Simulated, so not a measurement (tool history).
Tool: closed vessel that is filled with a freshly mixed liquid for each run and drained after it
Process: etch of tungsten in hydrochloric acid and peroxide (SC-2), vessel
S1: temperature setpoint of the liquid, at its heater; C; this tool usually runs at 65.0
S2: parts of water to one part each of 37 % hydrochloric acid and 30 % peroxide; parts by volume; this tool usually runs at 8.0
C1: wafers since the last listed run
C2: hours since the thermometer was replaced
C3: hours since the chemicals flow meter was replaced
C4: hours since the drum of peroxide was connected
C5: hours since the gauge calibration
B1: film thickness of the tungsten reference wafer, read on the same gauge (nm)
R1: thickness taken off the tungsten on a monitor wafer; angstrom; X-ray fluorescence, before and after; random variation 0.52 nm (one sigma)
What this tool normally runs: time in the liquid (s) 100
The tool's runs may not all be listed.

run 1 day=0.000 | S1=65.0 S2=6.5 time_in_the_liquid_(s)=100 | C1=0 C2=27.2 C3=2649.8 C4=673.7 C5=761.9 | B1=40.00 | R1=627.2
run 2 day=0.388 | S1=65.0 S2=6.5 time_in_the_liquid_(s)=100 | C1=945 C2=36.5 C3=2659.1 C4=683.0 C5=771.2 | B1=40.01 | R1=620.5
run 3 day=0.758 | S1=65.0 S2=8.0 time_in_the_liquid_(s)=100 | C1=904 C2=45.4 C3=2668.0 C4=691.9 C5=780.1 | B1=40.00 | R1=535.0
run 4 day=1.188 | S1=65.0 S2=8.0 time_in_the_liquid_(s)=100 | C1=1046 C2=55.7 C3=2678.3 C4=702.2 C5=790.4 | B1=39.97 | R1=526.1
-- day=1.367 gauge calibrated
run 5 day=1.596 | S1=65.0 S2=8.0 time_in_the_liquid_(s)=100 | C1=996 C2=65.5 C3=2688.1 C4=712.0 C5=5.5 | B1=40.00 | R1=532.4
run 6 day=2.183 | S1=65.0 S2=8.0 time_in_the_liquid_(s)=100 | C1=1433 C2=79.6 C3=2702.2 C4=726.1 C5=19.6 | B1=40.00 | R1=543.7
run 7 day=2.829 | S1=65.0 S2=8.0 time_in_the_liquid_(s)=155 | C1=1575 C2=95.1 C3=2717.7 C4=741.6 C5=35.1 | B1=39.98 | R1=824.8
run 8 day=3.096 | S1=65.0 S2=8.0 time_in_the_liquid_(s)=100 | C1=650 C2=101.5 C3=2724.1 C4=748.0 C5=41.5 | B1=40.00 | R1=542.4
run 9 day=3.454 | S1=62.0 S2=8.0 time_in_the_liquid_(s)=100 | C1=874 C2=110.1 C3=2732.7 C4=756.6 C5=50.1 | B1=39.99 | R1=437.1
run 10 day=4.050 | S1=56.5 S2=5.0 time_in_the_liquid_(s)=50 | C1=1453 C2=124.4 C3=2747.0 C4=770.9 C5=64.4 | B1=40.01 | R1=225.3
run 11 day=4.746 | S1=65.0 S2=8.0 time_in_the_liquid_(s)=100 | C1=1697 C2=141.1 C3=2763.7 C4=787.6 C5=81.1 | B1=40.01 | R1=527.4
-- day=5.354 new drum of peroxide connected
run 12 day=5.467 | S1=67.5 S2=11.0 time_in_the_liquid_(s)=155 | C1=1656 C2=158.4 C3=2781.0 C4=2.7 C5=98.4 | B1=40.01 | R1=735.7
run 13 day=6.154 | S1=58.0 S2=11.5 time_in_the_liquid_(s)=130 | C1=1677 C2=174.9 C3=2797.5 C4=19.2 C5=114.9 | B1=40.01 | R1=336.3
run 14 day=6.888 | S1=62.0 S2=8.0 time_in_the_liquid_(s)=100 | C1=1788 C2=192.5 C3=2815.1 C4=36.8 C5=132.5 | B1=40.02 | R1=453.2
run 15 day=7.208 | S1=65.0 S2=8.0 time_in_the_liquid_(s)=100 | C1=782 C2=200.2 C3=2822.8 C4=44.5 C5=140.2 | B1=40.01 | R1=523.5
-- day=7.583 chemicals flow meter replaced
run 16 day=7.604 | S1=65.0 S2=8.0 time_in_the_liquid_(s)=100 | C1=863 C2=209.7 C3=0.5 C4=54.0 C5=149.7 | B1=39.99 | R1=532.1
run 17 day=7.854 | S1=72.0 S2=8.0 time_in_the_liquid_(s)=135 | C1=609 C2=215.7 C3=6.5 C4=60.0 C5=155.7 | B1=39.98 | R1=1106.7
run 18 day=8.525 | S1=65.0 S2=4.5 time_in_the_liquid_(s)=70 | C1=1636 C2=231.8 C3=22.6 C4=76.1 C5=171.8 | B1=39.99 | R1=569.0
run 19 day=8.779 | S1=65.0 S2=10.5 time_in_the_liquid_(s)=100 | C1=620 C2=237.9 C3=28.7 C4=82.2 C5=177.9 | B1=39.99 | R1=428.7
run 20 day=9.204 | S1=72.0 S2=8.0 time_in_the_liquid_(s)=80 | C1=1036 C2=248.1 C3=38.9 C4=92.4 C5=188.1 | B1=40.01 | R1=647.3
run 21 day=9.704 | S1=65.0 S2=8.0 time_in_the_liquid_(s)=100 | C1=1219 C2=260.1 C3=50.9 C4=104.4 C5=200.1 | B1=39.99 | R1=533.3
run 22 day=10.133 | S1=72.0 S2=8.0 time_in_the_liquid_(s)=80 | C1=1046 C2=270.4 C3=61.2 C4=114.7 C5=210.4 | B1=40.01 | R1=646.6
run 23 day=10.579 | S1=67.5 S2=8.0 time_in_the_liquid_(s)=60 | C1=1087 C2=281.1 C3=71.9 C4=125.4 C5=221.1 | B1=40.02 | R1=376.9
run 24 day=10.979 | S1=57.0 S2=9.5 time_in_the_liquid_(s)=85 | C1=975 C2=290.7 C3=81.5 C4=135.0 C5=230.7 | B1=40.02 | R1=236.8
run 25 day=11.425 | S1=71.5 S2=8.0 time_in_the_liquid_(s)=145 | C1=1087 C2=301.4 C3=92.2 C4=145.7 C5=241.4 | B1=40.02 | R1=1129.4
run 26 day=11.942 | S1=65.0 S2=8.0 time_in_the_liquid_(s)=85 | C1=1260 C2=313.8 C3=104.6 C4=158.1 C5=253.8 | B1=39.99 | R1=456.2
run 27 day=12.362 | S1=57.5 S2=6.5 time_in_the_liquid_(s)=120 | C1=1026 C2=323.9 C3=114.7 C4=168.2 C5=263.9 | B1=39.99 | R1=476.5
run 28 day=12.892 | S1=65.0 S2=12.0 time_in_the_liquid_(s)=100 | C1=1290 C2=336.6 C3=127.4 C4=180.9 C5=276.6 | B1=39.99 | R1=376.5
run 29 day=13.375 | S1=60.0 S2=8.0 time_in_the_liquid_(s)=100 | C1=1179 C2=348.2 C3=139.0 C4=192.5 C5=288.2 | B1=39.99 | R1=385.6
run 30 day=14.938 | S1=72.0 S2=10.5 time_in_the_liquid_(s)=55 | C1=3811 C2=385.7 C3=176.5 C4=230.0 C5=325.7 | B1=40.00 | R1=355.5
run 31 day=15.512 | S1=70.0 S2=6.0 time_in_the_liquid_(s)=65 | C1=1402 C2=399.5 C3=190.3 C4=243.8 C5=339.5 | B1=40.00 | R1=579.5

The tool's hidden state at each run:
liquid hotter than its thermometer reads (K): 0 on each run
chemicals flow below the setpoint (%): 0 on each run
peroxide weaker than its label (%): 0 on each run
gauge reads high (%): 0 on each run
